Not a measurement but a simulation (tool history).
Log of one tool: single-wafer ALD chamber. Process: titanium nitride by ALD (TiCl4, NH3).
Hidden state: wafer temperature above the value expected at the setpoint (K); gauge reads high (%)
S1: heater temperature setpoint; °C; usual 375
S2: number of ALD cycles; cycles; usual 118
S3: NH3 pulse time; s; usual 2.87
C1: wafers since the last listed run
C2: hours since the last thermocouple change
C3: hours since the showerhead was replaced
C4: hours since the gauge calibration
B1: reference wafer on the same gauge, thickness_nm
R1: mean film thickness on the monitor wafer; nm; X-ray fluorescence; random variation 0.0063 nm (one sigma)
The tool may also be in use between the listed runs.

{"run": 1, "hour": 0.0, "S1": 375, "S2": 118, "S3": 2.87, "C1": 0, "C2": 1899.5, "C3": 6316.9, "C4": 631.5, "B1": 2.19, "R1": 2.501}
{"run": 2, "hour": 25.4, "S1": 386, "S2": 106, "S3": 2.87, "C1": 65, "C2": 1924.9, "C3": 6342.3, "C4": 656.9, "B1": 2.188, "R1": 2.247}
{"run": 3, "hour": 51.0, "S1": 375, "S2": 118, "S3": 2.58, "C1": 65, "C2": 1950.5, "C3": 6367.9, "C4": 682.5, "B1": 2.19, "R1": 2.504}
{"run": 4, "hour": 85.7, "S1": 375, "S2": 118, "S3": 2.58, "C1": 88, "C2": 1985.2, "C3": 6402.6, "C4": 717.2, "B1": 2.192, "R1": 2.489}
{"hour": 88.6, "done": "gauge calibrated"}
{"run": 5, "hour": 117.3, "S1": 375, "S2": 118, "S3": 2.87, "C1": 81, "C2": 2016.8, "C3": 6434.2, "C4": 28.7, "B1": 2.189, "R1": 2.503}
{"run": 6, "hour": 129.8, "S1": 375, "S2": 118, "S3": 2.87, "C1": 32, "C2": 2029.3, "C3": 6446.7, "C4": 41.2, "B1": 2.189, "R1": 2.511}
{"run": 7, "hour": 151.9, "S1": 375, "S2": 118, "S3": 2.87, "C1": 56, "C2": 2051.4, "C3": 6468.8, "C4": 63.3, "B1": 2.192, "R1": 2.51}
{"run": 8, "hour": 167.6, "S1": 375, "S2": 118, "S3": 2.87, "C1": 40, "C2": 2067.1, "C3": 6484.5, "C4": 79.0, "B1": 2.188, "R1": 2.508}
{"run": 9, "hour": 199.7, "S1": 367, "S2": 118, "S3": 2.87, "C1": 82, "C2": 2099.2, "C3": 6516.6, "C4": 111.1, "B1": 2.188, "R1": 2.473}
{"hour": 238.4, "done": "showerhead replaced"}
{"run": 10, "hour": 238.9, "S1": 367, "S2": 118, "S3": 2.87, "C1": 80, "C2": 2138.4, "C3": 0.5, "C4": 150.3, "B1": 2.19, "R1": 2.473}
{"run": 11, "hour": 275.7, "S1": 367, "S2": 118, "S3": 2.87, "C1": 94, "C2": 2175.2, "C3": 37.3, "C4": 187.1, "B1": 2.191, "R1": 2.481}
{"run": 12, "hour": 309.0, "S1": 375, "S2": 118, "S3": 2.87, "C1": 85, "C2": 2208.5, "C3": 70.6, "C4": 220.4, "B1": 2.191, "R1": 2.488}
{"run": 13, "hour": 344.4, "S1": 375, "S2": 118, "S3": 2.87, "C1": 90, "C2": 2243.9, "C3": 106.0, "C4": 255.8, "B1": 2.19, "R1": 2.5}
{"run": 14, "hour": 368.6, "S1": 375, "S2": 118, "S3": 2.87, "C1": 62, "C2": 2268.1, "C3": 130.2, "C4": 280.0, "B1": 2.189, "R1": 2.5}
{"run": 15, "hour": 389.8, "S1": 375, "S2": 104, "S3": 2.87, "C1": 54, "C2": 2289.3, "C3": 151.4, "C4": 301.2, "B1": 2.191, "R1": 2.205}
{"run": 16, "hour": 410.8, "S1": 375, "S2": 104, "S3": 2.87, "C1": 53, "C2": 2310.3, "C3": 172.4, "C4": 322.2, "B1": 2.192, "R1": 2.216}
{"hour": 437.5, "done": "thermocouple changed; heater temperature recalibrated"}
{"run": 17, "hour": 443.5, "S1": 375, "S2": 136, "S3": 2.3, "C1": 63, "C2": 6.0, "C3": 205.1, "C4": 354.9, "B1": 2.191, "R1": 2.849}
{"run": 18, "hour": 457.5, "S1": 375, "S2": 118, "S3": 2.87, "C1": 35, "C2": 20.0, "C3": 219.1, "C4": 368.9, "B1": 2.188, "R1": 2.495}
{"run": 19, "hour": 474.2, "S1": 375, "S2": 118, "S3": 2.87, "C1": 42, "C2": 36.7, "C3": 235.8, "C4": 385.6, "B1": 2.191, "R1": 2.497}
{"run": 20, "hour": 492.6, "S1": 389, "S2": 129, "S3": 1.78, "C1": 47, "C2": 55.1, "C3": 254.2, "C4": 404.0, "B1": 2.19, "R1": 2.705}
{"run": 21, "hour": 521.1, "S1": 381, "S2": 139, "S3": 2.87, "C1": 73, "C2": 83.6, "C3": 282.7, "C4": 432.5, "B1": 2.193, "R1": 2.961}
{"run": 22, "hour": 552.0, "S1": 386, "S2": 126, "S3": 2.87, "C1": 79, "C2": 114.5, "C3": 313.6, "C4": 463.4, "B1": 2.191, "R1": 2.686}
{"run": 23, "hour": 572.1, "S1": 388, "S2": 105, "S3": 2.87, "C1": 51, "C2": 134.6, "C3": 333.7, "C4": 483.5, "B1": 2.192, "R1": 2.244}
{"run": 24, "hour": 586.4, "S1": 369, "S2": 97, "S3": 3.56, "C1": 36, "C2": 148.9, "C3": 348.0, "C4": 497.8, "B1": 2.191, "R1": 2.057}
{"run": 25, "hour": 618.4, "S1": 386, "S2": 102, "S3": 2.87, "C1": 82, "C2": 180.9, "C3": 380.0, "C4": 529.8, "B1": 2.187, "R1": 2.172}
{"run": 26, "hour": 635.1, "S1": 360, "S2": 104, "S3": 2.32, "C1": 42, "C2": 197.6, "C3": 396.7, "C4": 546.5, "B1": 2.194, "R1": 2.135}
{"run": 27, "hour": 735.8, "S1": 375, "S2": 118, "S3": 2.87, "C1": 258, "C2": 298.3, "C3": 497.4, "C4": 647.2, "B1": 2.191, "R1": 2.511}
{"run": 28, "hour": 768.4, "S1": 387, "S2": 102, "S3": 3.91, "C1": 83, "C2": 330.9, "C3": 530.0, "C4": 679.8, "B1": 2.19, "R1": 2.196}
{"run": 29, "hour": 795.3, "S1": 370, "S2": 118, "S3": 3.6, "C1": 68, "C2": 357.8, "C3": 556.9, "C4": 706.7, "B1": 2.19, "R1": 2.502}
{"run": 30, "hour": 823.7, "S1": 375, "S2": 118, "S3": 2.87, "C1": 72, "C2": 386.2, "C3": 585.3, "C4": 735.1, "B1": 2.19, "R1": 2.487}
{"hour": 840.2, "done": "gauge calibrated"}
{"run": 31, "hour": 855.3, "S1": 385, "S2": 101, "S3": 3.87, "C1": 81, "C2": 417.8, "C3": 616.9, "C4": 15.1, "B1": 2.191, "R1": 2.17}
{"run": 32, "hour": 879.3, "S1": 375, "S2": 118, "S3": 2.87, "C1": 61, "C2": 441.8, "C3": 640.9, "C4": 39.1, "B1": 2.19, "R1": 2.513}
{"run": 33, "hour": 902.2, "S1": 375, "S2": 118, "S3": 2.87, "C1": 58, "C2": 464.7, "C3": 663.8, "C4": 62.0, "B1": 2.191, "R1": 2.487}
{"run": 34, "hour": 918.7, "S1": 360, "S2": 139, "S3": 2.46, "C1": 42, "C2": 481.2, "C3": 680.3, "C4": 78.5, "B1": 2.191, "R1": 2.864}
{"run": 35, "hour": 945.1, "S1": 366, "S2": 104, "S3": 3.53, "C1": 67, "C2": 507.6, "C3": 706.7, "C4": 104.9, "B1": 2.189, "R1": 2.205}
{"run": 36, "hour": 973.2, "S1": 387, "S2": 118, "S3": 2.33, "C1": 72, "C2": 535.7, "C3": 734.8, "C4": 133.0, "B1": 2.192, "R1": 2.499}
{"run": 37, "hour": 997.5, "S1": 382, "S2": 136, "S3": 1.82, "C1": 62, "C2": 560.0, "C3": 759.1, "C4": 157.3, "B1": 2.193, "R1": 2.852}
{"run": 38, "hour": 1022.8, "S1": 375, "S2": 118, "S3": 3.8, "C1": 64, "C2": 585.3, "C3": 784.4, "C4": 182.6, "B1": 2.191, "R1": 2.524}
{"run": 39, "hour": 1056.2, "S1": 364, "S2": 110, "S3": 2.22, "C1": 85, "C2": 618.7, "C3": 817.8, "C4": 216.0, "B1": 2.19, "R1": 2.266}
{"run": 40, "hour": 1076.3, "S1": 375, "S2": 118, "S3": 2.87, "C1": 51, "C2": 638.8, "C3": 837.9, "C4": 236.1, "B1": 2.189, "R1": 2.513}
{"run": 41, "hour": 1098.9, "S1": 384, "S2": 118, "S3": 2.87, "C1": 57, "C2": 661.4, "C3": 860.5, "C4": 258.7, "B1": 2.187, "R1": 2.507}

Forecast each of these 3 alternatives for the next run:
{"run": "A", "hour": 1099.6, "S1": 375, "S2": 128, "S3": 2.87, "C1": 1, "C2": 662.1, "C3": 861.2, "C4": 259.4, "B1": "?", "R1": "?"}
{"run": "B", "hour": 1099.6, "S1": 375, "S2": 106, "S3": 2.52, "C1": 1, "C2": 662.1, "C3": 861.2, "C4": 259.4, "B1": "?", "R1": "?"}
{"run": "C", "hour": 1099.6, "S1": 385, "S2": 118, "S3": 2.2, "C1": 1, "C2": 662.1, "C3": 861.2, "C4": 259.4, "B1": "?", "R1": "?"}

run=A B1=2.189 R1=2.708
run=B B1=2.189 R1=2.231
run=C B1=2.189 R1=2.487
Without the tool's hidden state the same runs would have given:
run=A R1=2.708
run=B R1=2.231
run=C R1=2.487

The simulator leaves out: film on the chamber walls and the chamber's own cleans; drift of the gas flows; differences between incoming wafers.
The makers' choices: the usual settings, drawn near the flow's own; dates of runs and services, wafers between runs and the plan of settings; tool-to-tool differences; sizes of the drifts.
